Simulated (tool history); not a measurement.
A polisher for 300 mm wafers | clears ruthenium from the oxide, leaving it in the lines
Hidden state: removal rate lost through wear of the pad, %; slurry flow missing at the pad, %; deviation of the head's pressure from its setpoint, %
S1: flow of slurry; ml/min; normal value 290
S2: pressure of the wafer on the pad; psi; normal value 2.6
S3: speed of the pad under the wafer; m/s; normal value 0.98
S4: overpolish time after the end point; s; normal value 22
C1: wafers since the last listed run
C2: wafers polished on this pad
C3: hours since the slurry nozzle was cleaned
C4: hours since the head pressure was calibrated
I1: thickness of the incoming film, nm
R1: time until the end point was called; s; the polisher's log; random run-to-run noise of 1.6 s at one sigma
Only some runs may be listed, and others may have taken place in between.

{"run": 1, "hour": 0.0, "S1": 290, "S2": 2.6, "S3": 0.98, "S4": 22, "C1": 0, "C2": 2297, "C3": 54.1, "C4": 154.1, "I1": 108.4, "R1": 87.0}
{"run": 2, "hour": 91.7, "S1": 290, "S2": 2.6, "S3": 0.98, "S4": 22, "C1": 894, "C2": 3191, "C3": 145.8, "C4": 245.8, "I1": 109.0, "R1": 90.5}
{"hour": 155.5, "done": "worn pad replaced by a new one"}
{"run": 3, "hour": 198.6, "S1": 290, "S2": 2.6, "S3": 0.98, "S4": 22, "C1": 1003, "C2": 420, "C3": 252.7, "C4": 352.7, "I1": 110.7, "R1": 86.4}
{"run": 4, "hour": 282.7, "S1": 290, "S2": 2.6, "S3": 0.98, "S4": 22, "C1": 820, "C2": 1240, "C3": 336.8, "C4": 436.8, "I1": 108.6, "R1": 91.8}
{"hour": 303.3, "done": "slurry nozzle cleaned"}
{"hour": 361.8, "done": "head pressure recalibrated"}
{"run": 5, "hour": 366.6, "S1": 290, "S2": 2.6, "S3": 0.98, "S4": 22, "C1": 788, "C2": 2028, "C3": 63.3, "C4": 4.8, "I1": 110.3, "R1": 90.1}
{"hour": 559.0, "done": "worn pad replaced by a new one"}
{"run": 6, "hour": 671.4, "S1": 290, "S2": 2.4, "S3": 0.98, "S4": 22, "C1": 2932, "C2": 1095, "C3": 368.1, "C4": 309.6, "I1": 108.7, "R1": 94.5}
{"hour": 685.6, "done": "slurry nozzle cleaned"}
{"run": 7, "hour": 713.2, "S1": 290, "S2": 2.4, "S3": 0.98, "S4": 22, "C1": 397, "C2": 1493, "C3": 27.6, "C4": 351.4, "I1": 108.8, "R1": 98.0}
{"run": 8, "hour": 769.5, "S1": 290, "S2": 2.4, "S3": 0.98, "S4": 22, "C1": 548, "C2": 2042, "C3": 83.9, "C4": 407.7, "I1": 110.8, "R1": 102.2}
{"hour": 867.5, "done": "head pressure recalibrated"}
{"run": 9, "hour": 869.5, "S1": 290, "S2": 2.6, "S3": 0.98, "S4": 22, "C1": 955, "C2": 2997, "C3": 183.9, "C4": 2.0, "I1": 110.2, "R1": 90.7}
{"hour": 908.4, "done": "worn pad replaced by a new one"}
{"run": 10, "hour": 963.5, "S1": 290, "S2": 2.6, "S3": 0.98, "S4": 22, "C1": 877, "C2": 537, "C3": 277.9, "C4": 96.0, "I1": 110.8, "R1": 87.0}
{"run": 11, "hour": 1003.3, "S1": 290, "S2": 3.3, "S3": 0.98, "S4": 35, "C1": 388, "C2": 925, "C3": 317.7, "C4": 135.8, "I1": 109.9, "R1": 68.3}
{"hour": 1049.0, "done": "slurry nozzle cleaned"}
{"run": 12, "hour": 1088.9, "S1": 290, "S2": 2.2, "S3": 0.98, "S4": 22, "C1": 824, "C2": 1750, "C3": 39.9, "C4": 221.4, "I1": 108.9, "R1": 104.5}
{"run": 13, "hour": 1186.7, "S1": 380, "S2": 3.1, "S3": 0.88, "S4": 22, "C1": 953, "C2": 2703, "C3": 137.7, "C4": 319.2, "I1": 108.9, "R1": 82.5}
{"run": 14, "hour": 1252.3, "S1": 290, "S2": 2.6, "S3": 0.98, "S4": 22, "C1": 639, "C2": 3343, "C3": 203.3, "C4": 384.8, "I1": 111.2, "R1": 95.9}
{"hour": 1277.1, "done": "worn pad replaced by a new one"}
{"hour": 1445.5, "done": "slurry nozzle cleaned"}
{"hour": 1487.4, "done": "head pressure recalibrated"}
{"run": 15, "hour": 1561.7, "S1": 195, "S2": 2.4, "S3": 0.66, "S4": 22, "C1": 2948, "C2": 2745, "C3": 116.2, "C4": 74.3, "I1": 112.4, "R1": 148.9}
{"run": 16, "hour": 1644.6, "S1": 345, "S2": 2.0, "S3": 1.28, "S4": 22, "C1": 808, "C2": 3553, "C3": 199.1, "C4": 157.2, "I1": 111.5, "R1": 94.2}
{"hour": 1664.8, "done": "worn pad replaced by a new one"}
{"run": 17, "hour": 1747.0, "S1": 290, "S2": 2.6, "S3": 1.12, "S4": 22, "C1": 959, "C2": 801, "C3": 301.5, "C4": 259.6, "I1": 110.2, "R1": 75.7}
{"run": 18, "hour": 1794.6, "S1": 375, "S2": 2.6, "S3": 0.98, "S4": 33, "C1": 464, "C2": 1265, "C3": 349.1, "C4": 307.2, "I1": 109.1, "R1": 83.8}
{"hour": 1885.8, "done": "slurry nozzle cleaned"}
{"run": 19, "hour": 1898.2, "S1": 290, "S2": 2.6, "S3": 0.98, "S4": 22, "C1": 1000, "C2": 2265, "C3": 12.4, "C4": 410.8, "I1": 111.4, "R1": 92.1}
{"run": 20, "hour": 1961.8, "S1": 320, "S2": 2.6, "S3": 0.98, "S4": 22, "C1": 620, "C2": 2885, "C3": 76.0, "C4": 474.4, "I1": 110.1, "R1": 91.0}
{"hour": 1997.7, "done": "head pressure recalibrated"}
{"run": 21, "hour": 2014.0, "S1": 290, "S2": 2.6, "S3": 0.98, "S4": 22, "C1": 489, "C2": 3375, "C3": 128.2, "C4": 16.3, "I1": 109.8, "R1": 88.6}

What if the next run were any one of these 5? Each begins from the tool's condition after run 21:
{"run": "A", "hour": 2014.4, "S1": 290, "S2": 2.6, "S3": 0.98, "S4": 22, "C1": 3, "C2": 3379, "C3": 128.6, "C4": 16.7, "I1": 110.8, "R1": "?"}
{"run": "B", "hour": 2014.4, "S1": 290, "S2": 1.7, "S3": 0.86, "S4": 29, "C1": 3, "C2": 3379, "C3": 128.6, "C4": 16.7, "I1": 110.8, "R1": "?"}
{"run": "C", "hour": 2014.4, "S1": 370, "S2": 2.6, "S3": 0.98, "S4": 17, "C1": 3, "C2": 3379, "C3": 128.6, "C4": 16.7, "I1": 110.8, "R1": "?"}
{"run": "D", "hour": 2014.4, "S1": 290, "S2": 1.8, "S3": 1.16, "S4": 22, "C1": 3, "C2": 3379, "C3": 128.6, "C4": 16.7, "I1": 110.8, "R1": "?"}
{"run": "E", "hour": 2014.4, "S1": 290, "S2": 2.6, "S3": 0.7, "S4": 27, "C1": 3, "C2": 3379, "C3": 128.6, "C4": 16.7, "I1": 110.8, "R1": "?"}

run=A R1=92.5
run=B R1=158.2
run=C R1=91.0
run=D R1=114.0
run=E R1=124.8
Stripped of hidden state, with their random variation kept, the same runs would have yielded:
run=A R1=81.6
run=B R1=139.7
run=C R1=80.3
run=D R1=100.6
run=E R1=110.1

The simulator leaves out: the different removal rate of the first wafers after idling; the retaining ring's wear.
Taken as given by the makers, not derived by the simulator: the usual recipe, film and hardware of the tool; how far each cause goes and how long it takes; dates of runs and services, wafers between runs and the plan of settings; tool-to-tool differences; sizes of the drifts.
